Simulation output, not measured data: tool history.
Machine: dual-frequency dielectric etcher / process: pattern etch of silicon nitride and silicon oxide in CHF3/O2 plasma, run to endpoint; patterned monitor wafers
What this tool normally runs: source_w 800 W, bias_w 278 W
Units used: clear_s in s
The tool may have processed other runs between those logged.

| run | hour | source_w | bias_w | incoming incoming film thickness, nm | clear_s |
|---|---|---|---|---|---|
| 1 | 0.0 | 800 | 278 | 283.6 | 136.4 |
| 2 | 8.6 | 800 | 278 | 280.3 | 136.2 |
| 3 | 17.7 | 800 | 302 | 282.7 | 131.2 |
| 4 | 30.1 | 800 | 302 | 280.7 | 129.9 |
| 5 | 47.4 | 800 | 278 | 282.6 | 133.8 |
| 6 | 54.9 | 800 | 278 | 282.7 | 136.0 |
| 7 | 65.5 | 800 | 278 | 281.7 | 132.4 |
| 8 | 81.3 | 800 | 325 | 281.5 | 124.9 |
| 9 | 91.6 | 800 | 325 | 283.8 | 128.3 |
| 10 | 103.9 | 800 | 325 | 282.2 | 127.4 |
| 11 | 134.3 | 800 | 278 | 280.0 | 131.6 |
| 12 | 159.6 | 800 | 278 | 281.5 | 131.5 |
| 13 | 206.8 | 800 | 278 | 281.4 | 138.6 |
| 14 | 207.2 | 890 | 278 | 282.2 | 133.1 |
| 15 | 207.5 | 720 | 300 | 284.1 | 143.6 |
| 16 | 220.7 | 800 | 278 | 282.3 | 138.0 |
| 17 | 227.0 | 990 | 250 | 279.4 | 130.4 |
| 18 | 242.8 | 870 | 324 | 281.7 | 124.6 |
| 19 | 255.1 | 750 | 278 | 283.5 | 142.7 |
| 20 | 271.8 | 900 | 328 | 281.8 | 123.8 |
| 21 | 288.4 | 800 | 278 | 283.3 | 136.6 |
| 22 | 305.5 | 640 | 211 | 283.1 | 169.2 |
| 23 | 320.1 | 800 | 278 | 279.5 | 137.0 |
| 24 | 329.7 | 800 | 336 | 281.5 | 127.3 |
| 25 | 344.2 | 610 | 217 | 280.6 | 164.9 |
| 26 | 357.4 | 710 | 278 | 282.4 | 145.2 |
| 27 | 372.3 | 800 | 296 | 282.2 | 131.8 |
| 28 | 382.4 | 610 | 245 | 281.9 | 157.9 |
| 29 | 397.8 | 730 | 278 | 282.9 | 139.9 |

Withheld: 4 entries from between the runs. Position of each, and hidden state at the listed run before versus the listed run after:
Run 11 -> run 12: upper electrode replaced (hour 159.1)
  etch rate over this chamber's usual, %: 4.21 -> 4.48
  difference, measured minus the result without the unlogged condition, clear_s: -5.6 -> -5.9 s
Run 12 -> run 13: wet clean of the chamber (hour 206.3)
  etch rate over this chamber's usual, %: 4.48 -> -0.00612
  difference, measured minus the result without the unlogged condition, clear_s: -5.9 -> +0.0 s
Run 19 -> run 20: source power generator calibrated (hour 268.4)
  etch rate over this chamber's usual, %: 0.509 -> 0.687
  difference, measured minus the result without the unlogged condition, clear_s: -0.7 -> -0.9 s
Run 21 -> run 22: bias power generator calibrated (hour 305.0)
  etch rate over this chamber's usual, %: 0.864 -> 1.05
  difference, measured minus the result without the unlogged condition, clear_s: -1.2 -> -1.7 s
